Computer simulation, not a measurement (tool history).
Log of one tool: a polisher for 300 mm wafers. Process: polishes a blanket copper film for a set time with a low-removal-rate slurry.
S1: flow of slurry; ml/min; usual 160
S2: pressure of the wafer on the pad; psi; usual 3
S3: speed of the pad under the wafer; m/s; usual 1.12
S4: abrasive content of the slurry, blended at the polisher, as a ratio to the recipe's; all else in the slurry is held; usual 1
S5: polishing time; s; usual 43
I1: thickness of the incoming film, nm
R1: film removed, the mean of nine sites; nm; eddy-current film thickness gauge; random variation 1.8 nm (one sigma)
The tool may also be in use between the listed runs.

run	hour	S1	S2	S3	S4	S5	I1	R1
1	0	160	3	1.12	1	43	620.8	116.3
# hour 3: worn pad replaced by a new one
# hour 25.5: slurry nozzle cleaned
2	70.3	160	3.4	1.12	1	43	626.3	141.1
3	121.2	160	3	1.12	1	43	632.8	122.6
4	206.3	160	3	1.12	1	43	631.9	119.1
# hour 226.7: head pressure recalibrated
# hour 236.1: slurry blender recalibrated
# hour 344.9: slurry nozzle cleaned
# hour 350: worn pad replaced by a new one
5	401.4	160	3	1.12	1	43	638.5	121.9
6	508.4	160	3	1.12	1	43	641.9	121.1
# hour 567.2: slurry blender recalibrated
# hour 591.4: head pressure recalibrated
7	614.8	190	3	1.12	1	33	629.2	94.4
# hour 697.1: slurry nozzle cleaned
8	702.6	160	3.3	1.12	1	43	625.3	136.6
# hour 774.9: worn pad replaced by a new one
# hour 887.7: slurry blender recalibrated
9	933.4	160	3.3	1.12	1	43	629.1	135.1
# hour 963.2: head pressure recalibrated
10	981	160	2.3	1.12	1	43	639.5	93.1
11	1069.5	160	2.3	1.12	1	43	629.1	85.8
# hour 1118.6: slurry nozzle cleaned
# hour 1126.4: worn pad replaced by a new one
12	1129	160	3	0.78	1	43	637.8	98.3
13	1169.8	160	3	1.12	0.7	57	622.7	152.3
# hour 1250.3: slurry blender recalibrated
14	1291.6	130	3	1.12	1	47	627.7	129.9
15	1351.1	195	3	1.12	1	43	618.6	126.1
# hour 1400.3: head pressure recalibrated
16	1448.2	110	3	0.76	1	43	641	79.4
# hour 1483.3: worn pad replaced by a new one
17	1514.1	160	2.5	1.28	1	43	625.2	95.6
# hour 1547.7: slurry nozzle cleaned
# hour 1594.8: slurry blender recalibrated
18	1603.3	195	2.4	1.12	0.85	33	632.1	77.4
19	1669.2	160	3	1.12	1	43	625.1	129.3
20	1726.8	125	2.4	1.12	1.1	43	632.2	95.6
# hour 1752.2: head pressure recalibrated
21	1765.8	160	3	1.12	1	43	630	121.8
22	1811.2	160	3	1.12	1	43	636.8	120.1
# hour 1866.5: slurry nozzle cleaned
23	1869	160	3	1.12	1	36	625.8	98.2

Forecast each of these 4 alternatives for the next run:
A	1869.4	160	3	1.12	1	43	616.3	?
B	1869.4	195	3	0.72	1	43	616.3	?
C	1869.4	160	3.8	1.12	1	43	616.3	?
D	1869.4	160	3	1.12	0.75	38	616.3	?

run	R1
A	119.9
B	96.7
C	151
D	100.3
Without the tool's hidden state the same runs would have given:
run	R1
A	129.8
B	104
C	163.5
D	108.4
